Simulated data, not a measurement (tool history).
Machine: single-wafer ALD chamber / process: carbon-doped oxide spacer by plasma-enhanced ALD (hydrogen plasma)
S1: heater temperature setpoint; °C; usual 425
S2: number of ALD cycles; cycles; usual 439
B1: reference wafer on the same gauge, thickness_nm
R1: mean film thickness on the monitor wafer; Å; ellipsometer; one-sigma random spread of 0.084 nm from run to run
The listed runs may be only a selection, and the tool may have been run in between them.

{"run": 1, "day": 0.0, "S1": 425, "S2": 461, "B1": 17.105, "R1": 201.93}
{"run": 2, "day": 1.933, "S1": 425, "S2": 461, "B1": 17.098, "R1": 201.28}
{"run": 3, "day": 3.712, "S1": 425, "S2": 461, "B1": 17.094, "R1": 201.99}
{"run": 4, "day": 5.671, "S1": 425, "S2": 419, "B1": 17.093, "R1": 183.6}
{"run": 5, "day": 6.675, "S1": 425, "S2": 419, "B1": 17.102, "R1": 181.73}
{"run": 6, "day": 7.725, "S1": 425, "S2": 439, "B1": 17.091, "R1": 192.31}
{"run": 7, "day": 10.367, "S1": 421, "S2": 497, "B1": 17.093, "R1": 221.17}
{"run": 8, "day": 12.096, "S1": 421, "S2": 497, "B1": 17.097, "R1": 222.12}
{"run": 9, "day": 13.883, "S1": 425, "S2": 390, "B1": 17.101, "R1": 171.72}
{"run": 10, "day": 16.196, "S1": 425, "S2": 390, "B1": 17.099, "R1": 171.68}
{"run": 11, "day": 18.921, "S1": 425, "S2": 390, "B1": 17.101, "R1": 172.13}
{"run": 12, "day": 21.633, "S1": 425, "S2": 439, "B1": 17.093, "R1": 192.31}
{"run": 13, "day": 23.675, "S1": 425, "S2": 439, "B1": 17.092, "R1": 191.72}
{"run": 14, "day": 25.588, "S1": 425, "S2": 439, "B1": 17.089, "R1": 191.08}
{"run": 15, "day": 27.029, "S1": 425, "S2": 439, "B1": 17.113, "R1": 192.45}
{"run": 16, "day": 28.6, "S1": 419, "S2": 439, "B1": 17.087, "R1": 195.76}
{"run": 17, "day": 33.517, "S1": 419, "S2": 439, "B1": 17.1, "R1": 197.69}
{"run": 18, "day": 35.088, "S1": 419, "S2": 439, "B1": 17.095, "R1": 197.57}
{"run": 19, "day": 36.121, "S1": 425, "S2": 480, "B1": 17.101, "R1": 208.69}
{"run": 20, "day": 37.433, "S1": 425, "S2": 439, "B1": 17.102, "R1": 191.07}
{"run": 21, "day": 40.371, "S1": 425, "S2": 439, "B1": 17.09, "R1": 191.45}
{"run": 22, "day": 42.517, "S1": 425, "S2": 415, "B1": 17.086, "R1": 182.83}
{"run": 23, "day": 45.208, "S1": 425, "S2": 439, "B1": 17.104, "R1": 191.31}
{"run": 24, "day": 47.621, "S1": 425, "S2": 387, "B1": 17.104, "R1": 170.02}
{"run": 25, "day": 49.071, "S1": 421, "S2": 497, "B1": 17.1, "R1": 221.11}
{"run": 26, "day": 50.596, "S1": 415, "S2": 355, "B1": 17.101, "R1": 161.93}
{"run": 27, "day": 52.188, "S1": 425, "S2": 393, "B1": 17.083, "R1": 172.38}
{"run": 28, "day": 54.554, "S1": 419, "S2": 396, "B1": 17.089, "R1": 177.49}
{"run": 29, "day": 57.483, "S1": 425, "S2": 439, "B1": 17.098, "R1": 193.21}
{"run": 30, "day": 59.717, "S1": 435, "S2": 400, "B1": 17.1, "R1": 169.33}
{"run": 31, "day": 61.104, "S1": 425, "S2": 439, "B1": 17.106, "R1": 193.5}
{"run": 32, "day": 62.908, "S1": 430, "S2": 414, "B1": 17.1, "R1": 177.97}
{"run": 33, "day": 65.292, "S1": 436, "S2": 392, "B1": 17.112, "R1": 164.84}
{"run": 34, "day": 67.892, "S1": 437, "S2": 439, "B1": 17.079, "R1": 183.81}
{"run": 35, "day": 70.146, "S1": 431, "S2": 416, "B1": 17.104, "R1": 179.52}
{"run": 36, "day": 72.671, "S1": 425, "S2": 389, "B1": 17.103, "R1": 170.26}
{"run": 37, "day": 74.967, "S1": 425, "S2": 439, "B1": 17.096, "R1": 193.08}
{"run": 38, "day": 76.862, "S1": 432, "S2": 372, "B1": 17.09, "R1": 158.59}

Taken out of this log: 2 entries between the listed runs. Where each belongs, and how the hidden state differs across it:
Runs 14 to 15: thermocouple changed; heater temperature recalibrated (day 26.558)
  both runs share identical hidden conditions
Runs 28 to 29: gauge calibrated (day 56.258)
  both runs share identical hidden conditions

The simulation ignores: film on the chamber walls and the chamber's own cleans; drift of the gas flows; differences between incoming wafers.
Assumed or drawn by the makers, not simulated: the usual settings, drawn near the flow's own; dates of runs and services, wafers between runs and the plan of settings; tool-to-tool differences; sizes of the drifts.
